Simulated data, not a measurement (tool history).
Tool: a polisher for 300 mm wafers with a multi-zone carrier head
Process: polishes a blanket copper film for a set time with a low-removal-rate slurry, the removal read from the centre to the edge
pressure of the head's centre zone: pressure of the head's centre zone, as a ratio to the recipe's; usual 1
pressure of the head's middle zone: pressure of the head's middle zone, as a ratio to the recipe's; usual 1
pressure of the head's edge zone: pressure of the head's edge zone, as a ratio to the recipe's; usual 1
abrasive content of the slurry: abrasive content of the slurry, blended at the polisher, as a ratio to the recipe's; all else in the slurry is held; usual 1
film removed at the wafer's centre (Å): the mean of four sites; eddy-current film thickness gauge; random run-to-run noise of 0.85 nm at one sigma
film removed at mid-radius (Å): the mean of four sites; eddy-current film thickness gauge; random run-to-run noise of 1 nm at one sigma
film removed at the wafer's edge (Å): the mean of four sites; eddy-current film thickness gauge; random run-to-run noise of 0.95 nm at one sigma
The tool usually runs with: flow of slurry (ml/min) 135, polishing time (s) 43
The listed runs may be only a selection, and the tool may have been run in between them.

run,hour,flow of slurry (ml/min),pressure of the head's centre zone,pressure of the head's middle zone,pressure of the head's edge zone,abrasive content of the slurry,polishing time (s),"incoming thickness of the incoming film, nm",film removed at the wafer's centre (Å),film removed at mid-radius (Å),film removed at the wafer's edge (Å)
1,0,120,1,1,1,1,43,677.7,829,930,960
2,20.1,135,1,1,1,1,43,704.5,851,963,1005
# hour 47.2: worn pad replaced by a new one
3,55.1,135,1,1,1,1,43,688.9,839,957,984
4,78.2,120,1,1,1,1,43,686.6,801,903,966
# hour 87.1: centre zone pressure recalibrated
# hour 106.6: slurry nozzle cleaned
5,107.4,165,1.07,1,0.95,0.8,43,683.6,1046,997,970
6,128,155,1,1,0.93,1,38,696.2,924,907,888
7,162.8,90,1,1,1,1,43,680.5,855,902,943
8,198.1,135,1,1,1,1,43,690.6,1008,1018,1027
9,214.5,150,1,1,1.05,1,43,692.6,1029,1043,1073
# hour 229.1: worn pad replaced by a new one
10,237,135,1,1.07,1,1,43,681.2,998,1066,1023
11,259,135,0.91,0.94,1,1,48,691.3,1010,1079,1148
12,294.6,160,1.07,1.08,1.1,1,43,686.4,1125,1121,1096
# hour 302.4: carrier head's membrane replaced by a new one
13,329.1,135,0.92,1,0.92,1.15,39,680.5,869,944,946
14,347.1,135,1,1,1,1,43,691.9,999,1017,1017
# hour 350.6: edge zone pressure recalibrated
15,359.2,135,1,1,1,1,43,696.4,996,1005,1020
16,380.5,135,1,1,1,1.2,43,686.9,1056,1055,1076
# hour 396.7: worn pad replaced by a new one
17,408.8,135,1,1,0.96,1.3,43,691.6,1067,1086,1084
18,443.4,175,1,1,1,0.8,43,696.8,974,998,978
19,472,135,1,1,1,1,43,692.1,974,986,1024
20,501.5,110,1,1,1,1,43,682.7,938,937,991
# hour 576.6: worn pad replaced by a new one
21,603.4,95,0.91,1,1.09,1,43,683.3,790,893,993
22,634.1,105,1.03,1,1,1,37,681.3,787,790,828

3 options for the next run, each taken on its own from the tool as it stands now. Forecast them:
A,634.5,135,1,1,1,1,43,686.9,?,?,?
B,634.5,170,1.11,1,0.89,1.1,43,686.9,?,?,?
C,634.5,105,0.97,1,0.94,1,54,686.9,?,?,?

run,film removed at the wafer's centre (Å),film removed at mid-radius (Å),film removed at the wafer's edge (Å)
A,971,993,1012
B,1175,1074,1021
C,1086,1159,1173
The same runs, with their run-to-run variation unchanged, on a tool lacking any hidden condition would have given:
run,film removed at the wafer's centre (Å),film removed at mid-radius (Å),film removed at the wafer's edge (Å)
A,1021,1013,1026
B,1230,1091,1033
C,1152,1189,1193
